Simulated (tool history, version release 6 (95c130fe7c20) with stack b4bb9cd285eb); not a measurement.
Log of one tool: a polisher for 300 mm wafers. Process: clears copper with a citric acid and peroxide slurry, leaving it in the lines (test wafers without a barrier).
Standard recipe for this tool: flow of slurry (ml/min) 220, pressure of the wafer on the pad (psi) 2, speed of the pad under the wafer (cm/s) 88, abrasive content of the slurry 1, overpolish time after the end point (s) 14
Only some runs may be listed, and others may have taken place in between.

run,hour,flow of slurry (ml/min),pressure of the wafer on the pad (psi),speed of the pad under the wafer (cm/s),abrasive content of the slurry,overpolish time after the end point (s),wafers since the last listed run,wafers polished on this pad,hours since the slurry nozzle was cleaned,hours since the head pressure was calibrated,hours since the slurry blender was calibrated,"incoming thickness of the incoming film, nm",time until the end point was called (s),dishing of a wide line in a test structure (Å)
1,0,220,2,88,1,14,0,5319,263.5,282.8,595.2,130.5,96.2,126
# hour 35.5: slurry blender recalibrated
# hour 53.6: worn pad replaced by a new one
2,59.3,220,2,88,1,14,476,51,322.8,342.1,23.8,132.1,95.9,129
3,146.1,220,1.8,88,1,14,775,827,409.6,428.9,110.6,129.2,105.4,116
4,213,220,1.8,88,1,14,598,1425,476.5,495.8,177.5,132.5,105.5,119
5,286.7,220,1.8,88,1,14,658,2084,550.2,569.5,251.2,131.4,108.2,118
# hour 348.3: slurry nozzle cleaned
6,386.7,220,2,88,1,10,885,2969,38.4,669.5,351.2,127.2,94.1,100
7,441,220,2,88,1,16,485,3454,92.7,723.8,405.5,130.1,94,143
8,547.9,275,2.7,96,1.1,14,955,4410,199.6,830.7,512.4,132.5,63.1,173
9,603,220,2,88,1.2,18,492,4902,254.7,885.8,567.5,130.6,90.1,156
# hour 678.3: slurry blender recalibrated
10,690.8,220,2,88,1.2,10,767,5669,342.5,973.6,12.5,131.2,91.1,102
# hour 731.3: worn pad replaced by a new one
11,733.4,220,2,66,1,14,345,18,385.1,1016.2,55.1,130.2,117.7,104
# hour 811.1: head pressure recalibrated
12,824,220,2,88,1,14,792,810,475.7,12.9,145.7,128.5,94.2,126
13,913.6,220,2,108,1.3,17,800,1611,565.3,102.5,235.3,129.5,73.5,176
14,1000.9,220,2.3,88,1,18,780,2392,652.6,189.8,322.6,128.4,80.6,171
# hour 1027.3: slurry nozzle cleaned
15,1088.3,220,2,88,1,14,772,3164,61,277.2,410,130.7,94.3,130
16,1164.4,290,2,78,1.15,14,680,3844,137.1,353.3,486.1,128.1,96.1,129
17,1218.1,185,2.5,66,1,8,480,4324,190.8,407,539.8,130.3,98.9,80
18,1258,220,2,88,1,14,356,4681,230.7,446.9,579.7,130.8,92.6,132
# hour 1309.7: worn pad replaced by a new one
19,1319,220,1.4,110,1,11,509,83,291.7,507.9,640.7,130.1,108.2,95
# hour 1346: slurry blender recalibrated
20,1391.1,195,2,88,1,14,626,710,363.8,580,45.1,130.2,96.5,127
21,1453.6,220,2,70,1,14,558,1268,426.3,642.5,107.6,130.5,117.7,108
22,1522.9,220,2,88,1,14,619,1888,495.6,711.8,176.9,130.5,94.1,127
23,1599.6,220,2.5,88,1,17,685,2574,572.3,788.5,253.6,131.6,77.5,172
24,1657.2,260,2,112,0.8,11,514,3088,629.9,846.1,311.2,131.1,82,120

Predict the results of run 25:
# hour 1717.5: slurry nozzle cleaned
25,1746.2,190,2,88,1.25,14,786,3875,28.7,935.1,400.2,128.5,?,?

{"run 25": {"time until the end point was called (s)": 88.7, "dishing of a wide line in a test structure (Å)": 131}}
Were there no unlogged condition in the tool, this run, its random variation unchanged, would have produced time until the end point was called (s) 88.7, dishing of a wide line in a test structure (Å) 131.
